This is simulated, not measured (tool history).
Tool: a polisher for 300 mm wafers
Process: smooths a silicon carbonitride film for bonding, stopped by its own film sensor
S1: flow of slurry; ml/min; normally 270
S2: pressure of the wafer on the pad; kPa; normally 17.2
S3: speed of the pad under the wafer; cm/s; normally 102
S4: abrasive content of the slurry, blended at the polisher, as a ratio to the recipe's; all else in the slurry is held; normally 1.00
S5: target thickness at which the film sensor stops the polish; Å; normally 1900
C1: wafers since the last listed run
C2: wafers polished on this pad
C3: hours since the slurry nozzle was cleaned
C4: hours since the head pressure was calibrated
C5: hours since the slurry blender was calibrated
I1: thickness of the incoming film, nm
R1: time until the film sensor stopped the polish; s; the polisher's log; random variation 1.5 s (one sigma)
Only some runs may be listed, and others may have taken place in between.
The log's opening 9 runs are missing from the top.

{"hour": 320.8, "done": "worn pad replaced by a new one"}
{"hour": 331.3, "done": "slurry nozzle cleaned"}
{"run": 10, "hour": 331.8, "S1": 270, "S2": 17.2, "S3": 102, "S4": 1.0, "S5": 1900, "C1": 208, "C2": 151, "C3": 0.5, "C4": 1365.8, "C5": 123.4, "I1": 209.9, "R1": 92.8}
{"run": 11, "hour": 343.7, "S1": 270, "S2": 17.2, "S3": 102, "S4": 1.0, "S5": 1900, "C1": 179, "C2": 331, "C3": 12.4, "C4": 1377.7, "C5": 135.3, "I1": 210.8, "R1": 95.7}
{"run": 12, "hour": 445.4, "S1": 270, "S2": 20.7, "S3": 102, "S4": 1.0, "S5": 1900, "C1": 1535, "C2": 1866, "C3": 114.1, "C4": 1479.4, "C5": 237.0, "I1": 209.3, "R1": 82.5}
{"run": 13, "hour": 472.2, "S1": 270, "S2": 17.2, "S3": 102, "S4": 1.0, "S5": 1900, "C1": 404, "C2": 2271, "C3": 140.9, "C4": 1506.2, "C5": 263.8, "I1": 206.5, "R1": 84.3}
{"hour": 504.4, "done": "slurry blender recalibrated"}
{"hour": 506.1, "done": "worn pad replaced by a new one"}
{"run": 14, "hour": 554.7, "S1": 270, "S2": 13.8, "S3": 102, "S4": 1.0, "S5": 1900, "C1": 1189, "C2": 733, "C3": 223.4, "C4": 1588.7, "C5": 50.3, "I1": 212.2, "R1": 127.1}
{"run": 15, "hour": 590.2, "S1": 270, "S2": 13.8, "S3": 102, "S4": 1.0, "S5": 1900, "C1": 535, "C2": 1269, "C3": 258.9, "C4": 1624.2, "C5": 85.8, "I1": 209.2, "R1": 109.9}
{"hour": 606.3, "done": "head pressure recalibrated"}
{"run": 16, "hour": 608.3, "S1": 270, "S2": 17.2, "S3": 102, "S4": 0.85, "S5": 1900, "C1": 243, "C2": 1512, "C3": 277.0, "C4": 2.0, "C5": 103.9, "I1": 209.0, "R1": 97.8}
{"run": 17, "hour": 642.3, "S1": 205, "S2": 17.2, "S3": 102, "S4": 1.0, "S5": 1900, "C1": 513, "C2": 2025, "C3": 311.0, "C4": 36.0, "C5": 137.9, "I1": 209.6, "R1": 98.2}
{"hour": 644.6, "done": "slurry nozzle cleaned"}
{"run": 18, "hour": 672.6, "S1": 270, "S2": 17.2, "S3": 120, "S4": 1.0, "S5": 1870, "C1": 442, "C2": 2467, "C3": 28.0, "C4": 66.3, "C5": 168.2, "I1": 213.2, "R1": 109.1}
{"hour": 695.4, "done": "worn pad replaced by a new one"}
{"run": 19, "hour": 703.4, "S1": 270, "S2": 17.2, "S3": 124, "S4": 1.15, "S5": 1900, "C1": 404, "C2": 121, "C3": 58.8, "C4": 97.1, "C5": 199.0, "I1": 208.1, "R1": 70.0}
{"run": 20, "hour": 720.7, "S1": 270, "S2": 17.2, "S3": 102, "S4": 1.0, "S5": 1900, "C1": 261, "C2": 382, "C3": 76.1, "C4": 114.4, "C5": 216.3, "I1": 209.9, "R1": 98.9}
{"run": 21, "hour": 733.4, "S1": 270, "S2": 17.2, "S3": 102, "S4": 1.0, "S5": 1900, "C1": 191, "C2": 574, "C3": 88.8, "C4": 127.1, "C5": 229.0, "I1": 212.2, "R1": 106.9}
{"run": 22, "hour": 754.8, "S1": 270, "S2": 17.2, "S3": 102, "S4": 1.0, "S5": 1900, "C1": 323, "C2": 897, "C3": 110.2, "C4": 148.5, "C5": 250.4, "I1": 212.6, "R1": 109.7}
{"run": 23, "hour": 790.8, "S1": 270, "S2": 17.2, "S3": 102, "S4": 1.0, "S5": 1900, "C1": 543, "C2": 1440, "C3": 146.2, "C4": 184.5, "C5": 286.4, "I1": 208.5, "R1": 95.8}
{"run": 24, "hour": 823.7, "S1": 270, "S2": 21.4, "S3": 102, "S4": 1.0, "S5": 1900, "C1": 496, "C2": 1937, "C3": 179.1, "C4": 217.4, "C5": 319.3, "I1": 210.7, "R1": 85.6}
{"run": 25, "hour": 837.3, "S1": 270, "S2": 13.8, "S3": 116, "S4": 0.8, "S5": 1900, "C1": 205, "C2": 2142, "C3": 192.7, "C4": 231.0, "C5": 332.9, "I1": 210.0, "R1": 128.4}
{"run": 26, "hour": 870.9, "S1": 270, "S2": 15.2, "S3": 82, "S4": 1.2, "S5": 1870, "C1": 507, "C2": 2650, "C3": 226.3, "C4": 264.6, "C5": 366.5, "I1": 208.1, "R1": 141.8}
{"hour": 873.9, "done": "slurry blender recalibrated"}
{"hour": 907.4, "done": "worn pad replaced by a new one"}
{"run": 27, "hour": 907.9, "S1": 270, "S2": 17.2, "S3": 102, "S4": 1.0, "S5": 1900, "C1": 468, "C2": 8, "C3": 263.3, "C4": 301.6, "C5": 34.0, "I1": 207.1, "R1": 80.3}
{"run": 28, "hour": 931.2, "S1": 270, "S2": 23.4, "S3": 126, "S4": 1.1, "S5": 1900, "C1": 351, "C2": 359, "C3": 286.6, "C4": 324.9, "C5": 57.3, "I1": 209.3, "R1": 58.9}
{"run": 29, "hour": 948.1, "S1": 270, "S2": 17.2, "S3": 102, "S4": 0.9, "S5": 1860, "C1": 255, "C2": 614, "C3": 303.5, "C4": 341.8, "C5": 74.2, "I1": 212.1, "R1": 135.1}
{"hour": 963.8, "done": "slurry nozzle cleaned"}
{"run": 30, "hour": 980.0, "S1": 270, "S2": 17.2, "S3": 70, "S4": 1.0, "S5": 1870, "C1": 466, "C2": 1081, "C3": 16.2, "C4": 373.7, "C5": 106.1, "I1": 210.2, "R1": 145.1}

Each row is a separate what-if for the run after 30, all from the same tool condition, not one after another. Results?
{"run": "A", "hour": 980.4, "S1": 270, "S2": 17.2, "S3": 102, "S4": 1.0, "S5": 1900, "C1": 6, "C2": 1087, "C3": 16.6, "C4": 374.1, "C5": 106.5, "I1": 212.6, "R1": "?"}
{"run": "B", "hour": 980.4, "S1": 300, "S2": 22.8, "S3": 102, "S4": 0.75, "S5": 1960, "C1": 6, "C2": 1087, "C3": 16.6, "C4": 374.1, "C5": 106.5, "I1": 212.6, "R1": "?"}
{"run": "C", "hour": 980.4, "S1": 365, "S2": 17.2, "S3": 102, "S4": 1.0, "S5": 1900, "C1": 6, "C2": 1087, "C3": 16.6, "C4": 374.1, "C5": 106.5, "I1": 212.6, "R1": "?"}
{"run": "D", "hour": 980.4, "S1": 270, "S2": 17.2, "S3": 120, "S4": 0.8, "S5": 1940, "C1": 6, "C2": 1087, "C3": 16.6, "C4": 374.1, "C5": 106.5, "I1": 212.6, "R1": "?"}

run=A R1=104.9
run=B R1=65.8
run=C R1=101.7
run=D R1=83.1
The same runs, with their run-to-run variation unchanged, on a tool lacking any hidden condition would have given:
run=A R1=91.3
run=B R1=56.5
run=C R1=88.8
run=D R1=71.5
